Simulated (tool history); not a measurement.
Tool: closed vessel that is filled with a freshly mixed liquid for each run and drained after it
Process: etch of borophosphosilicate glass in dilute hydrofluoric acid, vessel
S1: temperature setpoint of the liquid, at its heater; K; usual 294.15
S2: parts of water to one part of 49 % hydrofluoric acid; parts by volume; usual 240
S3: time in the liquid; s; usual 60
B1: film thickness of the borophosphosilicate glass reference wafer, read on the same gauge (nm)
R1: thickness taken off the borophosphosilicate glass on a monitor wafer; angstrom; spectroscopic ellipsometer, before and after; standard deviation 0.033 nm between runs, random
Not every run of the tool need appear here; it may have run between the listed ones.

| run | hour | S1 | S2 | S3 | B1 | R1 |
|---|---|---|---|---|---|---|
| 1 | 0.0 | 294.15 | 240 | 60 | 80.00 | 96.9 |
| 2 | 22.0 | 297.15 | 240 | 60 | 80.00 | 108.2 |
| 3 | 49.2 | 297.15 | 240 | 60 | 80.00 | 107.5 |
| 4 | 68.4 | 294.15 | 240 | 60 | 80.00 | 97.0 |
| 5 | 97.1 | 294.15 | 240 | 60 | 79.99 | 97.2 |
| 6 | 114.6 | 294.15 | 240 | 60 | 79.99 | 96.8 |
| 7 | 130.7 | 294.15 | 240 | 60 | 79.99 | 96.9 |
| 8 | 146.4 | 294.15 | 240 | 60 | 80.00 | 97.5 |
| 9 | 171.8 | 294.15 | 240 | 60 | 80.00 | 98.0 |
| 10 | 189.9 | 294.15 | 240 | 35 | 79.98 | 57.0 |
| 11 | 214.7 | 294.15 | 240 | 60 | 80.00 | 97.4 |
| 12 | 234.7 | 294.15 | 240 | 60 | 80.00 | 97.8 |
| 13 | 251.9 | 294.15 | 240 | 40 | 79.99 | 65.3 |
| 14 | 277.2 | 294.15 | 240 | 40 | 80.00 | 65.5 |
| 15 | 311.2 | 292.15 | 155 | 35 | 80.01 | 88.7 |
|  | 327.1 | gauge calibrated |
| 16 | 328.4 | 295.65 | 345 | 40 | 80.00 | 43.6 |
|  | 356.8 | hydrofluoric acid flow meter replaced |
|  | 376.1 | thermometer replaced |
| 17 | 421.9 | 298.15 | 350 | 70 | 79.98 | 76.8 |
| 18 | 451.4 | 294.15 | 240 | 40 | 80.02 | 61.7 |
| 19 | 479.3 | 294.15 | 240 | 60 | 80.00 | 92.2 |
| 20 | 508.9 | 294.15 | 240 | 60 | 79.99 | 92.5 |
| 21 | 532.6 | 294.15 | 185 | 60 | 79.97 | 126.9 |
| 22 | 561.0 | 297.65 | 170 | 35 | 79.97 | 93.6 |
| 23 | 579.6 | 290.15 | 160 | 75 | 80.00 | 160.0 |
| 24 | 604.1 | 294.15 | 200 | 60 | 79.99 | 115.8 |
| 25 | 631.8 | 296.65 | 240 | 70 | 80.00 | 118.8 |
| 26 | 659.1 | 298.15 | 190 | 45 | 79.98 | 107.5 |
| 27 | 683.4 | 290.15 | 155 | 30 | 80.01 | 67.1 |
| 28 | 702.5 | 294.15 | 155 | 60 | 80.01 | 156.1 |
| 29 | 719.2 | 295.65 | 290 | 35 | 79.98 | 45.3 |
| 30 | 737.5 | 294.15 | 190 | 60 | 80.00 | 123.3 |
| 31 | 770.5 | 292.15 | 240 | 60 | 79.98 | 86.6 |
| 32 | 804.4 | 297.65 | 135 | 30 | 80.00 | 106.0 |

Alternative continuations, all from the tool just after run 32; predict every row:
| A | 805.1 | 294.15 | 240 | 60 | ? | ? |
| B | 805.1 | 291.15 | 170 | 60 | ? | ? |
| C | 805.1 | 291.15 | 240 | 60 | ? | ? |
| D | 805.1 | 291.65 | 240 | 85 | ? | ? |

| run | B1 | R1 |
|---|---|---|
| A | 79.99 | 94.3 |
| B | 79.99 | 126.7 |
| C | 79.99 | 84.1 |
| D | 79.99 | 121.5 |
With the hidden condition removed and each run's random variation left untouched, the same runs would have given:
| run | R1 |
|---|---|
| A | 91.7 |
| B | 123.3 |
| C | 81.8 |
| D | 118.1 |
